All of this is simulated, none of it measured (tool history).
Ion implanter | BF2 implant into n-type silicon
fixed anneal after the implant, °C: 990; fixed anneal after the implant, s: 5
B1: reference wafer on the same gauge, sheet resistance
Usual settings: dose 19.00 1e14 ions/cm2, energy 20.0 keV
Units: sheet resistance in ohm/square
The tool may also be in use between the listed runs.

{"run": 1, "hour": 0.0, "dose": 19.0, "energy": 20.0, "B1": 216.98, "sheet resistance": 205.23}
{"hour": 6.2, "done": "gauge calibrated"}
{"run": 2, "hour": 7.3, "dose": 16.53, "energy": 20.0, "B1": 217.06, "sheet resistance": 208.57}
{"run": 3, "hour": 15.2, "dose": 16.53, "energy": 20.0, "B1": 217.03, "sheet resistance": 208.68}
{"run": 4, "hour": 28.9, "dose": 20.42, "energy": 20.0, "B1": 216.99, "sheet resistance": 203.27}
{"run": 5, "hour": 46.6, "dose": 19.0, "energy": 23.5, "B1": 217.0, "sheet resistance": 186.29}
{"run": 6, "hour": 61.6, "dose": 19.0, "energy": 23.5, "B1": 216.99, "sheet resistance": 186.2}
{"run": 7, "hour": 75.0, "dose": 17.72, "energy": 20.0, "B1": 216.97, "sheet resistance": 206.71}
{"run": 8, "hour": 82.3, "dose": 17.72, "energy": 20.0, "B1": 217.0, "sheet resistance": 206.73}
{"run": 9, "hour": 92.0, "dose": 17.72, "energy": 20.0, "B1": 217.04, "sheet resistance": 207.13}
{"run": 10, "hour": 104.7, "dose": 23.12, "energy": 25.5, "B1": 217.07, "sheet resistance": 172.81}
{"hour": 116.9, "done": "extraction supply calibrated"}
{"hour": 125.3, "done": "Faraday cup replaced and dose calibrated"}
{"run": 11, "hour": 125.8, "dose": 23.12, "energy": 25.5, "B1": 216.95, "sheet resistance": 173.05}
{"run": 12, "hour": 126.1, "dose": 23.12, "energy": 25.5, "B1": 216.97, "sheet resistance": 173.36}
{"run": 13, "hour": 134.5, "dose": 15.09, "energy": 20.0, "B1": 216.94, "sheet resistance": 211.66}
{"run": 14, "hour": 142.2, "dose": 24.61, "energy": 15.5, "B1": 216.95, "sheet resistance": 230.23}
{"run": 15, "hour": 150.7, "dose": 19.0, "energy": 20.0, "B1": 216.96, "sheet resistance": 205.34}
{"run": 16, "hour": 158.2, "dose": 17.35, "energy": 25.0, "B1": 217.0, "sheet resistance": 181.25}
{"run": 17, "hour": 166.5, "dose": 19.0, "energy": 15.5, "B1": 216.97, "sheet resistance": 237.72}

Run 18 comes next. What will it give?
{"run": 18, "hour": 178.3, "dose": 17.37, "energy": 20.0, "B1": "?", "sheet resistance": "?"}

Run 18 gave B1 217.01, sheet resistance 207.25 ohm/square.
Without the tool's hidden state the same run would have given sheet resistance 207.25 ohm/square.
